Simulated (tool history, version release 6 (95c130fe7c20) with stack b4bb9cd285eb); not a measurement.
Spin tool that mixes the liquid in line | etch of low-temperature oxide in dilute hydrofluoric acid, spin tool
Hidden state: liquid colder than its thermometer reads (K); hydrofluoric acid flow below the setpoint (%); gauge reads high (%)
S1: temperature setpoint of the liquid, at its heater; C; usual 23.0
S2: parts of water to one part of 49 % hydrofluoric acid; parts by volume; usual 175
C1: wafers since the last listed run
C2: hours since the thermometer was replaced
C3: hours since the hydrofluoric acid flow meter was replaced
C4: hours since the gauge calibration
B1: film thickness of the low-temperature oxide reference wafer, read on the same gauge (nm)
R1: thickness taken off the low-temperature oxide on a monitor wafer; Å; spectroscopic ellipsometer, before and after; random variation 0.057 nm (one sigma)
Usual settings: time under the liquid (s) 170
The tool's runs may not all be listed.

run 1 hour=0.0 | S1=23.0 S2=175 time_under_the_liquid_(s)=170 | C1=0 C2=1185.6 C3=1350.7 C4=407.8 | B1=49.99 | R1=181.4
run 2 hour=30.2 | S1=23.0 S2=175 time_under_the_liquid_(s)=170 | C1=253 C2=1215.8 C3=1380.9 C4=438.0 | B1=50.00 | R1=181.2
run 3 hour=48.4 | S1=23.0 S2=245 time_under_the_liquid_(s)=250 | C1=152 C2=1234.0 C3=1399.1 C4=456.2 | B1=50.03 | R1=178.2
run 4 hour=62.7 | S1=22.0 S2=175 time_under_the_liquid_(s)=170 | C1=120 C2=1248.3 C3=1413.4 C4=470.5 | B1=50.02 | R1=174.8
run 5 hour=80.9 | S1=22.0 S2=175 time_under_the_liquid_(s)=170 | C1=152 C2=1266.5 C3=1431.6 C4=488.7 | B1=50.00 | R1=174.5
run 6 hour=109.5 | S1=22.0 S2=175 time_under_the_liquid_(s)=170 | C1=240 C2=1295.1 C3=1460.2 C4=517.3 | B1=50.01 | R1=173.7
run 7 hour=126.0 | S1=23.0 S2=175 time_under_the_liquid_(s)=170 | C1=138 C2=1311.6 C3=1476.7 C4=533.8 | B1=50.01 | R1=180.7
run 8 hour=148.4 | S1=23.0 S2=175 time_under_the_liquid_(s)=170 | C1=188 C2=1334.0 C3=1499.1 C4=556.2 | B1=50.00 | R1=181.8
run 9 hour=173.9 | S1=23.0 S2=195 time_under_the_liquid_(s)=235 | C1=214 C2=1359.5 C3=1524.6 C4=581.7 | B1=50.00 | R1=219.5
run 10 hour=233.7 | S1=23.0 S2=195 time_under_the_liquid_(s)=235 | C1=502 C2=1419.3 C3=1584.4 C4=641.5 | B1=50.00 | R1=218.7
run 11 hour=257.2 | S1=23.0 S2=90 time_under_the_liquid_(s)=240 | C1=197 C2=1442.8 C3=1607.9 C4=665.0 | B1=49.98 | R1=550.3
run 12 hour=313.7 | S1=21.5 S2=175 time_under_the_liquid_(s)=120 | C1=474 C2=1499.3 C3=1664.4 C4=721.5 | B1=50.02 | R1=120.5
-- hour=320.5 thermometer replaced
run 13 hour=329.2 | S1=23.0 S2=85 time_under_the_liquid_(s)=85 | C1=121 C2=8.7 C3=1679.9 C4=737.0 | B1=49.99 | R1=210.6
run 14 hour=398.4 | S1=23.0 S2=175 time_under_the_liquid_(s)=170 | C1=581 C2=77.9 C3=1749.1 C4=806.2 | B1=50.00 | R1=183.9
run 15 hour=432.8 | S1=23.0 S2=175 time_under_the_liquid_(s)=75 | C1=289 C2=112.3 C3=1783.5 C4=840.6 | B1=50.00 | R1=81.6
run 16 hour=451.4 | S1=23.0 S2=175 time_under_the_liquid_(s)=170 | C1=156 C2=130.9 C3=1802.1 C4=859.2 | B1=50.01 | R1=184.4
run 17 hour=478.2 | S1=21.0 S2=135 time_under_the_liquid_(s)=95 | C1=225 C2=157.7 C3=1828.9 C4=886.0 | B1=49.99 | R1=128.6
-- hour=483.0 hydrofluoric acid flow meter replaced
run 18 hour=504.9 | S1=27.0 S2=255 time_under_the_liquid_(s)=90 | C1=216 C2=184.4 C3=21.9 C4=912.7 | B1=49.98 | R1=71.0
run 19 hour=527.5 | S1=23.0 S2=225 time_under_the_liquid_(s)=90 | C1=189 C2=207.0 C3=44.5 C4=935.3 | B1=49.98 | R1=72.0
run 20 hour=546.0 | S1=23.0 S2=175 time_under_the_liquid_(s)=170 | C1=155 C2=225.5 C3=63.0 C4=953.8 | B1=50.01 | R1=183.4
run 21 hour=580.3 | S1=23.0 S2=115 time_under_the_liquid_(s)=170 | C1=288 C2=259.8 C3=97.3 C4=988.1 | B1=50.01 | R1=299.2
-- hour=580.5 gauge calibrated
run 22 hour=601.4 | S1=21.5 S2=140 time_under_the_liquid_(s)=170 | C1=177 C2=280.9 C3=118.4 C4=20.9 | B1=49.99 | R1=224.9
run 23 hour=617.0 | S1=20.0 S2=245 time_under_the_liquid_(s)=100 | C1=131 C2=296.5 C3=134.0 C4=36.5 | B1=49.99 | R1=64.0
run 24 hour=641.0 | S1=19.5 S2=125 time_under_the_liquid_(s)=140 | C1=201 C2=320.5 C3=158.0 C4=60.5 | B1=49.99 | R1=194.3
run 25 hour=653.9 | S1=23.0 S2=175 time_under_the_liquid_(s)=170 | C1=108 C2=333.4 C3=170.9 C4=73.4 | B1=50.01 | R1=183.5
run 26 hour=686.0 | S1=20.0 S2=175 time_under_the_liquid_(s)=170 | C1=269 C2=365.5 C3=203.0 C4=105.5 | B1=49.99 | R1=164.0
run 27 hour=698.8 | S1=19.5 S2=85 time_under_the_liquid_(s)=170 | C1=107 C2=378.3 C3=215.8 C4=118.3 | B1=49.99 | R1=363.1
run 28 hour=718.6 | S1=24.5 S2=250 time_under_the_liquid_(s)=245 | C1=166 C2=398.1 C3=235.6 C4=138.1 | B1=50.00 | R1=181.2
run 29 hour=751.2 | S1=27.5 S2=255 time_under_the_liquid_(s)=215 | C1=274 C2=430.7 C3=268.2 C4=170.7 | B1=49.99 | R1=172.7
run 30 hour=774.2 | S1=27.5 S2=235 time_under_the_liquid_(s)=105 | C1=193 C2=453.7 C3=291.2 C4=193.7 | B1=49.99 | R1=93.4
run 31 hour=809.7 | S1=23.0 S2=235 time_under_the_liquid_(s)=265 | C1=298 C2=489.2 C3=326.7 C4=229.2 | B1=50.00 | R1=200.5

Forecast each of these 5 alternatives for the next run:
run A hour=810.2 | S1=23.0 S2=175 time_under_the_liquid_(s)=170 | C1=4 C2=489.7 C3=327.2 C4=229.7 | B1=? | R1=?
run B hour=810.2 | S1=28.0 S2=105 time_under_the_liquid_(s)=240 | C1=4 C2=489.7 C3=327.2 C4=229.7 | B1=? | R1=?
run C hour=810.2 | S1=23.0 S2=240 time_under_the_liquid_(s)=170 | C1=4 C2=489.7 C3=327.2 C4=229.7 | B1=? | R1=?
run D hour=810.2 | S1=20.0 S2=175 time_under_the_liquid_(s)=80 | C1=4 C2=489.7 C3=327.2 C4=229.7 | B1=? | R1=?
run E hour=810.2 | S1=20.0 S2=175 time_under_the_liquid_(s)=75 | C1=4 C2=489.7 C3=327.2 C4=229.7 | B1=? | R1=?

run=A B1=50.00 R1=183.4
run=B B1=50.00 R1=567.6
run=C B1=50.00 R1=125.0
run=D B1=50.00 R1=76.9
run=E B1=50.00 R1=72.1
Without the tool's hidden state the same runs would have given:
run=A R1=184.8
run=B R1=571.9
run=C R1=125.9
run=D R1=77.5
run=E R1=72.6

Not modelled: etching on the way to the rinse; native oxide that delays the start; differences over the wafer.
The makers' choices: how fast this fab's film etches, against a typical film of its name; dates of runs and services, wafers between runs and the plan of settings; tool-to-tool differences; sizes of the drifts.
